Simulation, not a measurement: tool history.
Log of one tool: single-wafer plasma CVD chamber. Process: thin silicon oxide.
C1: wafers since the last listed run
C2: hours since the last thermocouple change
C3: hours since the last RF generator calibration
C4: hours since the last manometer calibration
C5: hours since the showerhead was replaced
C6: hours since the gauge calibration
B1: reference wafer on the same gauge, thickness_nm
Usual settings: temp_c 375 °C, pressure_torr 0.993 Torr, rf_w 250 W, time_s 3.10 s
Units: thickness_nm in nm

{"run": 1, "hour": 0.0, "temp_c": 375, "pressure_torr": 0.993, "rf_w": 280, "time_s": 3.1, "C1": 0, "C2": 1197.9, "C3": 1626.9, "C4": 1313.0, "C5": 6864.4, "C6": 359.0, "B1": 6.924, "thickness_nm": 6.982}
{"run": 2, "hour": 49.9, "temp_c": 375, "pressure_torr": 0.993, "rf_w": 250, "time_s": 3.1, "C1": 914, "C2": 1247.8, "C3": 1676.8, "C4": 1362.9, "C5": 6914.3, "C6": 408.9, "B1": 6.926, "thickness_nm": 6.71}
{"hour": 67.4, "done": "thermocouple changed; heater temperature recalibrated"}
{"run": 3, "hour": 95.8, "temp_c": 375, "pressure_torr": 0.993, "rf_w": 250, "time_s": 3.1, "C1": 694, "C2": 28.4, "C3": 1722.7, "C4": 1408.8, "C5": 6960.2, "C6": 454.8, "B1": 6.939, "thickness_nm": 6.706}
{"run": 4, "hour": 159.2, "temp_c": 378, "pressure_torr": 0.816, "rf_w": 250, "time_s": 3.1, "C1": 1161, "C2": 91.8, "C3": 1786.1, "C4": 1472.2, "C5": 7023.6, "C6": 518.2, "B1": 6.929, "thickness_nm": 5.682}
{"run": 5, "hour": 229.3, "temp_c": 375, "pressure_torr": 0.993, "rf_w": 250, "time_s": 3.1, "C1": 1284, "C2": 161.9, "C3": 1856.2, "C4": 1542.3, "C5": 7093.7, "C6": 588.3, "B1": 6.937, "thickness_nm": 6.696}
{"hour": 272.2, "done": "RF generator calibrated"}
{"run": 6, "hour": 277.0, "temp_c": 375, "pressure_torr": 0.993, "rf_w": 250, "time_s": 3.26, "C1": 727, "C2": 209.6, "C3": 4.8, "C4": 1590.0, "C5": 7141.4, "C6": 636.0, "B1": 6.936, "thickness_nm": 7.156}
{"run": 7, "hour": 338.7, "temp_c": 375, "pressure_torr": 0.993, "rf_w": 250, "time_s": 3.1, "C1": 1130, "C2": 271.3, "C3": 66.5, "C4": 1651.7, "C5": 7203.1, "C6": 697.7, "B1": 6.929, "thickness_nm": 6.84}
{"run": 8, "hour": 375.3, "temp_c": 375, "pressure_torr": 0.993, "rf_w": 250, "time_s": 3.1, "C1": 670, "C2": 307.9, "C3": 103.1, "C4": 1688.3, "C5": 7239.7, "C6": 734.3, "B1": 6.931, "thickness_nm": 6.827}
{"run": 9, "hour": 427.6, "temp_c": 375, "pressure_torr": 0.993, "rf_w": 250, "time_s": 3.1, "C1": 958, "C2": 360.2, "C3": 155.4, "C4": 1740.6, "C5": 7292.0, "C6": 786.6, "B1": 6.925, "thickness_nm": 6.821}
{"run": 10, "hour": 476.6, "temp_c": 375, "pressure_torr": 0.993, "rf_w": 250, "time_s": 3.1, "C1": 898, "C2": 409.2, "C3": 204.4, "C4": 1789.6, "C5": 7341.0, "C6": 835.6, "B1": 6.925, "thickness_nm": 6.857}
{"run": 11, "hour": 536.9, "temp_c": 375, "pressure_torr": 0.993, "rf_w": 250, "time_s": 3.1, "C1": 1105, "C2": 469.5, "C3": 264.7, "C4": 1849.9, "C5": 7401.3, "C6": 895.9, "B1": 6.937, "thickness_nm": 6.826}
{"run": 12, "hour": 589.3, "temp_c": 375, "pressure_torr": 0.993, "rf_w": 270, "time_s": 3.1, "C1": 960, "C2": 521.9, "C3": 317.1, "C4": 1902.3, "C5": 7453.7, "C6": 948.3, "B1": 6.927, "thickness_nm": 7.036}
{"run": 13, "hour": 629.3, "temp_c": 365, "pressure_torr": 0.993, "rf_w": 270, "time_s": 3.1, "C1": 733, "C2": 561.9, "C3": 357.1, "C4": 1942.3, "C5": 7493.7, "C6": 988.3, "B1": 6.926, "thickness_nm": 7.044}
{"run": 14, "hour": 677.5, "temp_c": 375, "pressure_torr": 0.79, "rf_w": 250, "time_s": 3.1, "C1": 883, "C2": 610.1, "C3": 405.3, "C4": 1990.5, "C5": 7541.9, "C6": 1036.5, "B1": 6.927, "thickness_nm": 5.631}
{"run": 15, "hour": 705.1, "temp_c": 375, "pressure_torr": 0.993, "rf_w": 235, "time_s": 3.1, "C1": 505, "C2": 637.7, "C3": 432.9, "C4": 2018.1, "C5": 7569.5, "C6": 1064.1, "B1": 6.932, "thickness_nm": 6.665}
{"hour": 736.5, "done": "showerhead replaced"}
{"run": 16, "hour": 747.8, "temp_c": 375, "pressure_torr": 1.174, "rf_w": 230, "time_s": 3.1, "C1": 635, "C2": 680.4, "C3": 475.6, "C4": 2060.8, "C5": 11.3, "C6": 1106.8, "B1": 6.919, "thickness_nm": 7.402}
{"hour": 763.1, "done": "gauge calibrated"}
{"hour": 773.8, "done": "capacitance manometer re-zeroed and calibrated"}
{"run": 17, "hour": 797.7, "temp_c": 375, "pressure_torr": 1.173, "rf_w": 220, "time_s": 3.38, "C1": 767, "C2": 730.3, "C3": 525.5, "C4": 23.9, "C5": 61.2, "C6": 34.6, "B1": 6.93, "thickness_nm": 7.788}
{"run": 18, "hour": 863.2, "temp_c": 375, "pressure_torr": 1.166, "rf_w": 280, "time_s": 3.37, "C1": 1200, "C2": 795.8, "C3": 591.0, "C4": 89.4, "C5": 126.7, "C6": 100.1, "B1": 6.935, "thickness_nm": 8.412}
{"run": 19, "hour": 887.8, "temp_c": 375, "pressure_torr": 0.993, "rf_w": 250, "time_s": 3.1, "C1": 450, "C2": 820.4, "C3": 615.6, "C4": 114.0, "C5": 151.3, "C6": 124.7, "B1": 6.932, "thickness_nm": 6.708}
{"run": 20, "hour": 948.6, "temp_c": 375, "pressure_torr": 0.993, "rf_w": 250, "time_s": 3.1, "C1": 1114, "C2": 881.2, "C3": 676.4, "C4": 174.8, "C5": 212.1, "C6": 185.5, "B1": 6.928, "thickness_nm": 6.702}
{"run": 21, "hour": 982.5, "temp_c": 364, "pressure_torr": 0.993, "rf_w": 210, "time_s": 2.94, "C1": 621, "C2": 915.1, "C3": 710.3, "C4": 208.7, "C5": 246.0, "C6": 219.4, "B1": 6.93, "thickness_nm": 6.031}
{"run": 22, "hour": 1024.9, "temp_c": 381, "pressure_torr": 0.993, "rf_w": 250, "time_s": 3.51, "C1": 777, "C2": 957.5, "C3": 752.7, "C4": 251.1, "C5": 288.4, "C6": 261.8, "B1": 6.935, "thickness_nm": 7.551}
{"hour": 1052.5, "done": "thermocouple changed; heater temperature recalibrated"}
{"run": 23, "hour": 1068.9, "temp_c": 380, "pressure_torr": 0.845, "rf_w": 215, "time_s": 3.68, "C1": 659, "C2": 16.4, "C3": 796.7, "C4": 295.1, "C5": 332.4, "C6": 305.8, "B1": 6.931, "thickness_nm": 6.583}
{"run": 24, "hour": 1136.6, "temp_c": 375, "pressure_torr": 0.788, "rf_w": 225, "time_s": 3.1, "C1": 1240, "C2": 84.1, "C3": 864.4, "C4": 362.8, "C5": 400.1, "C6": 373.5, "B1": 6.936, "thickness_nm": 5.268}
{"run": 25, "hour": 1170.2, "temp_c": 375, "pressure_torr": 0.993, "rf_w": 250, "time_s": 3.1, "C1": 615, "C2": 117.7, "C3": 898.0, "C4": 396.4, "C5": 433.7, "C6": 407.1, "B1": 6.931, "thickness_nm": 6.707}
{"run": 26, "hour": 1203.3, "temp_c": 375, "pressure_torr": 1.094, "rf_w": 250, "time_s": 3.1, "C1": 606, "C2": 150.8, "C3": 931.1, "C4": 429.5, "C5": 466.8, "C6": 440.2, "B1": 6.93, "thickness_nm": 7.145}
{"run": 27, "hour": 1269.7, "temp_c": 375, "pressure_torr": 0.993, "rf_w": 250, "time_s": 3.1, "C1": 1216, "C2": 217.2, "C3": 997.5, "C4": 495.9, "C5": 533.2, "C6": 506.6, "B1": 6.935, "thickness_nm": 6.704}
{"run": 28, "hour": 1329.7, "temp_c": 375, "pressure_torr": 0.772, "rf_w": 250, "time_s": 3.1, "C1": 1099, "C2": 277.2, "C3": 1057.5, "C4": 555.9, "C5": 593.2, "C6": 566.6, "B1": 6.934, "thickness_nm": 5.373}
{"run": 29, "hour": 1361.2, "temp_c": 375, "pressure_torr": 0.993, "rf_w": 250, "time_s": 3.1, "C1": 577, "C2": 308.7, "C3": 1089.0, "C4": 587.4, "C5": 624.7, "C6": 598.1, "B1": 6.935, "thickness_nm": 6.687}
{"run": 30, "hour": 1404.5, "temp_c": 375, "pressure_torr": 1.188, "rf_w": 250, "time_s": 3.1, "C1": 793, "C2": 352.0, "C3": 1132.3, "C4": 630.7, "C5": 668.0, "C6": 641.4, "B1": 6.926, "thickness_nm": 7.54}

Hidden state or all else? Some run-to-run changes of thickness_nm, split into what the settings, what came in and random variation would give without the hidden state, and what is left for the hidden state (with any gauge scatter that isn't in both results):
The hidden state here: wafer temperature above the value expected at the setpoint (K); delivered RF power above the setpoint (%); true pressure above the setpoint (%); gauge reads high (%).
Run 4 -> 5: temp_c 378 -> 375, pressure_torr 0.816 -> 0.993. thickness_nm +1.014 nm: hidden state -0.044, all else +1.058.
Run 5 -> 6: time_s 3.10 -> 3.26, RF generator calibrated. thickness_nm +0.460 nm: hidden state +0.124, all else +0.336.
Run 16 -> 17: pressure_torr 1.174 -> 1.173, rf_w 230 -> 220, time_s 3.10 -> 3.38, gauge calibrated, capacitance manometer re-zeroed and calibrated. thickness_nm +0.386 nm: hidden state -0.134, all else +0.520.
Run 18 -> 19: pressure_torr 1.166 -> 0.993, rf_w 280 -> 250, time_s 3.37 -> 3.10. thickness_nm -1.704 nm: hidden state +0.006, all else -1.710.
Run 21 -> 22: temp_c 364 -> 381, rf_w 210 -> 250, time_s 2.94 -> 3.51. thickness_nm +1.520 nm: hidden state -0.005, all else +1.525.
Run 24 -> 25: pressure_torr 0.788 -> 0.993, rf_w 225 -> 250. thickness_nm +1.439 nm: hidden state -0.015, all else +1.454.
